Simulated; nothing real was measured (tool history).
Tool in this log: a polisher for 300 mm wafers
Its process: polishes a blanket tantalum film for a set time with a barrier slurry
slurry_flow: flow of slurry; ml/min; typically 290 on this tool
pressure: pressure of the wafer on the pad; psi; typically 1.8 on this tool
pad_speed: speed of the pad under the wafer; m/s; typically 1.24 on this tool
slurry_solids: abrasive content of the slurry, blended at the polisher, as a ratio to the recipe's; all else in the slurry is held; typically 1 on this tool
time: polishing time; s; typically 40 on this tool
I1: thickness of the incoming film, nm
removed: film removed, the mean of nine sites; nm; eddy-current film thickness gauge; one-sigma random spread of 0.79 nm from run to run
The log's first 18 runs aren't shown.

run 19 hour=888.5 | slurry_flow=195 pressure=2.1 pad_speed=1.24 slurry_solids=1 time=40 | I1=328.2 | removed=85.6
-- hour=919.4 slurry nozzle cleaned
run 20 hour=936.2 | slurry_flow=225 pressure=1.8 pad_speed=1.24 slurry_solids=1.1 time=40 | I1=333.8 | removed=75.4
run 21 hour=967.4 | slurry_flow=370 pressure=1.3 pad_speed=1.06 slurry_solids=1.2 time=40 | I1=329.5 | removed=52.1
run 22 hour=993.1 | slurry_flow=255 pressure=2 pad_speed=1.24 slurry_solids=1 time=30 | I1=334.5 | removed=62.4
-- hour=1001.8 slurry blender recalibrated
run 23 hour=1041.1 | slurry_flow=290 pressure=1.8 pad_speed=1.24 slurry_solids=1 time=40 | I1=333.5 | removed=76.3
-- hour=1068.1 worn pad replaced by a new one
run 24 hour=1095.4 | slurry_flow=290 pressure=1.8 pad_speed=1.68 slurry_solids=1 time=40 | I1=329.2 | removed=102.7
run 25 hour=1166 | slurry_flow=290 pressure=1.8 pad_speed=1.42 slurry_solids=1 time=40 | I1=330.2 | removed=86.9
run 26 hour=1209.7 | slurry_flow=290 pressure=1.8 pad_speed=1.24 slurry_solids=1 time=40 | I1=329.4 | removed=77
-- hour=1226.9 slurry nozzle cleaned
run 27 hour=1254.9 | slurry_flow=350 pressure=1.6 pad_speed=1.24 slurry_solids=1 time=27 | I1=330.6 | removed=47.1
run 28 hour=1308.6 | slurry_flow=375 pressure=1.8 pad_speed=1.24 slurry_solids=1.1 time=35 | I1=325 | removed=71.6
run 29 hour=1346.1 | slurry_flow=380 pressure=1.8 pad_speed=1.24 slurry_solids=1.1 time=40 | I1=327.7 | removed=81.3
-- hour=1386.9 worn pad replaced by a new one
-- hour=1394 slurry blender recalibrated
run 30 hour=1406.3 | slurry_flow=290 pressure=1.8 pad_speed=1.24 slurry_solids=1 time=40 | I1=329.8 | removed=76.5
run 31 hour=1450 | slurry_flow=290 pressure=1.8 pad_speed=1.58 slurry_solids=1 time=40 | I1=331.6 | removed=97.9

Alternative continuations, all from the tool just after run 31; predict every row:
run A hour=1450.4 | slurry_flow=290 pressure=1.8 pad_speed=1.24 slurry_solids=1 time=40 | I1=332.1 | removed=?
run B hour=1450.4 | slurry_flow=290 pressure=1.8 pad_speed=1.06 slurry_solids=1.2 time=40 | I1=332.1 | removed=?
run C hour=1450.4 | slurry_flow=290 pressure=1.6 pad_speed=1.24 slurry_solids=0.85 time=35 | I1=332.1 | removed=?

run=A removed=76.4
run=B removed=70.1
run=C removed=55.7
Had the tool no hidden state, the same runs would have come out as:
run=A removed=76.4
run=B removed=70.1
run=C removed=55.7

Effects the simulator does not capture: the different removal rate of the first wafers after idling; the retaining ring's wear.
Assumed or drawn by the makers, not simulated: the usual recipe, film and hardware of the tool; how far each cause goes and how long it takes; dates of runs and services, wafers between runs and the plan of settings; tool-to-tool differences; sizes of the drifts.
